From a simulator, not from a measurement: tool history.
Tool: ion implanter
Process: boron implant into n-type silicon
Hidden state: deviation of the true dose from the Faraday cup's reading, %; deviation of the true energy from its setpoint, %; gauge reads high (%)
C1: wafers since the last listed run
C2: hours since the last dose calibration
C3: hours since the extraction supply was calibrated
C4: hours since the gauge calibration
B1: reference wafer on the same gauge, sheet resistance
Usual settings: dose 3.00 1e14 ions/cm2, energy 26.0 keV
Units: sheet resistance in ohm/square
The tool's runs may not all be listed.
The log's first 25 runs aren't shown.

{"hour": 1291.2, "done": "gauge calibrated"}
{"run": 26, "hour": 1340.3, "dose": 3.0, "energy": 26.0, "C1": 1288, "C2": 284.7, "C3": 673.1, "C4": 49.1, "B1": 313.73, "sheet resistance": 348.54}
{"run": 27, "hour": 1394.7, "dose": 3.41, "energy": 35.0, "C1": 1139, "C2": 339.1, "C3": 727.5, "C4": 103.5, "B1": 313.78, "sheet resistance": 309.28}
{"run": 28, "hour": 1436.8, "dose": 3.62, "energy": 35.0, "C1": 881, "C2": 381.2, "C3": 769.6, "C4": 145.6, "B1": 313.99, "sheet resistance": 294.28}
{"run": 29, "hour": 1506.4, "dose": 3.64, "energy": 30.0, "C1": 1458, "C2": 450.8, "C3": 839.2, "C4": 215.2, "B1": 314.04, "sheet resistance": 297.55}
{"run": 30, "hour": 1531.8, "dose": 3.74, "energy": 34.0, "C1": 532, "C2": 476.2, "C3": 864.6, "C4": 240.6, "B1": 314.11, "sheet resistance": 287.4}
{"run": 31, "hour": 1739.8, "dose": 2.1, "energy": 32.5, "C1": 4357, "C2": 684.2, "C3": 1072.6, "C4": 448.6, "B1": 313.91, "sheet resistance": 443.31}
{"run": 32, "hour": 1773.5, "dose": 2.72, "energy": 32.5, "C1": 705, "C2": 717.9, "C3": 1106.3, "C4": 482.3, "B1": 314.08, "sheet resistance": 369.39}
{"run": 33, "hour": 1893.1, "dose": 3.0, "energy": 26.0, "C1": 2505, "C2": 837.5, "C3": 1225.9, "C4": 601.9, "B1": 313.75, "sheet resistance": 346.73}
{"run": 34, "hour": 1920.8, "dose": 2.77, "energy": 26.0, "C1": 580, "C2": 865.2, "C3": 1253.6, "C4": 629.6, "B1": 314.08, "sheet resistance": 369.96}
{"run": 35, "hour": 1956.3, "dose": 3.0, "energy": 26.0, "C1": 743, "C2": 900.7, "C3": 1289.1, "C4": 665.1, "B1": 313.86, "sheet resistance": 350.25}
{"run": 36, "hour": 2017.3, "dose": 2.46, "energy": 26.0, "C1": 1277, "C2": 961.7, "C3": 1350.1, "C4": 726.1, "B1": 314.02, "sheet resistance": 406.7}
{"run": 37, "hour": 2222.3, "dose": 3.67, "energy": 34.0, "C1": 4294, "C2": 1166.7, "C3": 1555.1, "C4": 931.1, "B1": 314.26, "sheet resistance": 291.19}
{"run": 38, "hour": 2274.7, "dose": 3.0, "energy": 26.0, "C1": 1097, "C2": 1219.1, "C3": 1607.5, "C4": 983.5, "B1": 314.08, "sheet resistance": 348.69}

3 ways to go on from here, each from the tool as it stands after run 38. What would each give?
{"run": "A", "hour": 2275.1, "dose": 3.0, "energy": 32.0, "C1": 8, "C2": 1219.5, "C3": 1607.9, "C4": 983.9, "B1": "?", "sheet resistance": "?"}
{"run": "B", "hour": 2275.1, "dose": 2.45, "energy": 23.0, "C1": 8, "C2": 1219.5, "C3": 1607.9, "C4": 983.9, "B1": "?", "sheet resistance": "?"}
{"run": "C", "hour": 2275.1, "dose": 2.32, "energy": 30.5, "C1": 8, "C2": 1219.5, "C3": 1607.9, "C4": 983.9, "B1": "?", "sheet resistance": "?"}

run=A B1=313.92 sheet_resistance=341.07
run=B B1=313.92 sheet_resistance=411.00
run=C B1=313.92 sheet_resistance=414.86
Without the tool's hidden state the same runs would have given:
run=A sheet_resistance=341.07
run=B sheet_resistance=411.00
run=C sheet_resistance=414.86

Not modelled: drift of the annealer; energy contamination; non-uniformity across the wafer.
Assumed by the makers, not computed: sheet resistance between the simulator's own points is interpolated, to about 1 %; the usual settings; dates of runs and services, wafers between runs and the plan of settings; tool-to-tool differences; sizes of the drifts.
